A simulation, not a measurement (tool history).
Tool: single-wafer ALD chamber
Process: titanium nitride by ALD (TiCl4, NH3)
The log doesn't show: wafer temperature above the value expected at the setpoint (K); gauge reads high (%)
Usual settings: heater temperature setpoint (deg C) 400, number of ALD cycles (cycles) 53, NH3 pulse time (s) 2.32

run	day	heater temperature setpoint (deg C)	number of ALD cycles (cycles)	NH3 pulse time (s)	wafers since the last listed run	hours since the last thermocouple change	hours since the showerhead was replaced	hours since the gauge calibration	read-back reference wafer on the same gauge, thickness_nm	mean film thickness on the monitor wafer (angstrom)
1	0.000	400	53	2.32	0	1207.3	6602.9	160.6	0.986	11.15
2	1.154	400	53	2.59	111	1235.0	6630.6	188.3	0.984	11.27
3	1.675	400	53	2.32	50	1247.5	6643.1	200.8	0.984	11.20
4	2.892	394	53	2.32	117	1276.7	6672.3	230.0	0.983	11.09
5	3.854	394	53	2.32	92	1299.8	6695.4	253.1	0.981	11.15
6	5.133	394	53	2.32	123	1330.5	6726.1	283.8	0.980	11.07
7	6.142	400	53	2.32	97	1354.7	6750.3	308.0	0.980	11.10
8	7.225	400	53	2.32	104	1380.7	6776.3	334.0	0.979	10.99
9	8.571	400	53	2.32	129	1413.0	6808.6	366.3	0.977	11.07
10	9.483	400	53	2.32	87	1434.9	6830.5	388.2	0.977	11.13
11	10.625	400	53	2.32	109	1462.3	6857.9	415.6	0.976	11.07
12	11.933	397	53	1.98	126	1493.7	6889.3	447.0	0.974	10.95
# day 12.354: showerhead replaced
13	13.317	397	53	1.98	101	1526.9	23.1	480.2	0.972	11.00
14	13.967	397	53	1.98	62	1542.5	38.7	495.8	0.972	10.84
15	15.050	400	53	2.32	104	1568.5	64.7	521.8	0.972	10.95
16	15.642	400	53	2.32	56	1582.7	78.9	536.0	0.971	10.98
17	16.750	400	53	2.32	106	1609.3	105.5	562.6	0.971	11.04
18	17.354	400	53	2.32	58	1623.8	120.0	577.1	0.970	11.02
19	18.175	400	53	1.96	79	1643.5	139.7	596.8	0.970	10.92
20	19.062	411	53	1.91	85	1664.8	161.0	618.1	0.968	11.00
21	19.742	400	53	2.32	65	1681.1	177.3	634.4	0.968	10.94
# day 22.425: thermocouple changed; heater temperature recalibrated
22	23.571	400	53	2.78	336	27.5	269.2	726.3	0.964	10.88
23	24.600	400	53	2.94	99	52.2	293.9	751.0	0.963	11.04
24	26.075	394	43	2.76	142	87.6	329.3	786.4	0.960	8.89
25	27.367	400	53	2.32	124	118.6	360.3	817.4	0.960	10.82
26	28.058	388	63	2.32	66	135.2	376.9	834.0	0.959	12.75
# day 28.946: gauge calibrated
27	29.121	413	43	1.77	102	160.7	402.4	4.2	0.989	9.08
28	29.842	400	63	2.32	69	178.0	419.7	21.5	0.987	13.31
29	30.933	400	53	2.32	105	204.2	445.9	47.7	0.988	11.29
30	31.508	400	53	2.32	55	218.0	459.7	61.5	0.987	11.17
31	32.012	400	53	2.32	48	230.1	471.8	73.6	0.986	11.12
32	33.408	412	50	1.99	134	263.6	505.3	107.1	0.985	10.47
33	34.671	400	57	2.32	121	293.9	535.6	137.4	0.985	11.98
34	36.079	412	50	1.99	135	327.7	569.4	171.2	0.982	10.43
35	37.162	400	53	3.12	104	353.7	595.4	197.2	0.980	11.24
36	38.258	400	53	2.32	105	380.0	621.7	223.5	0.980	11.15

The same runs without the tool's hidden state, with the same run-to-run variation:
run	mean film thickness on the monitor wafer (angstrom)
1	11.20
2	11.34
3	11.27
4	11.18
5	11.24
6	11.18
7	11.22
8	11.12
9	11.22
10	11.28
11	11.23
12	11.14
13	11.20
14	11.04
15	11.16
16	11.20
17	11.27
18	11.27
19	11.17
20	11.26
21	11.21
22	11.19
23	11.36
24	9.17
25	11.16
26	13.17
27	9.09
28	13.34
29	11.32
30	11.21
31	11.16
32	10.52
33	12.05
34	10.51
35	11.34
36	11.26

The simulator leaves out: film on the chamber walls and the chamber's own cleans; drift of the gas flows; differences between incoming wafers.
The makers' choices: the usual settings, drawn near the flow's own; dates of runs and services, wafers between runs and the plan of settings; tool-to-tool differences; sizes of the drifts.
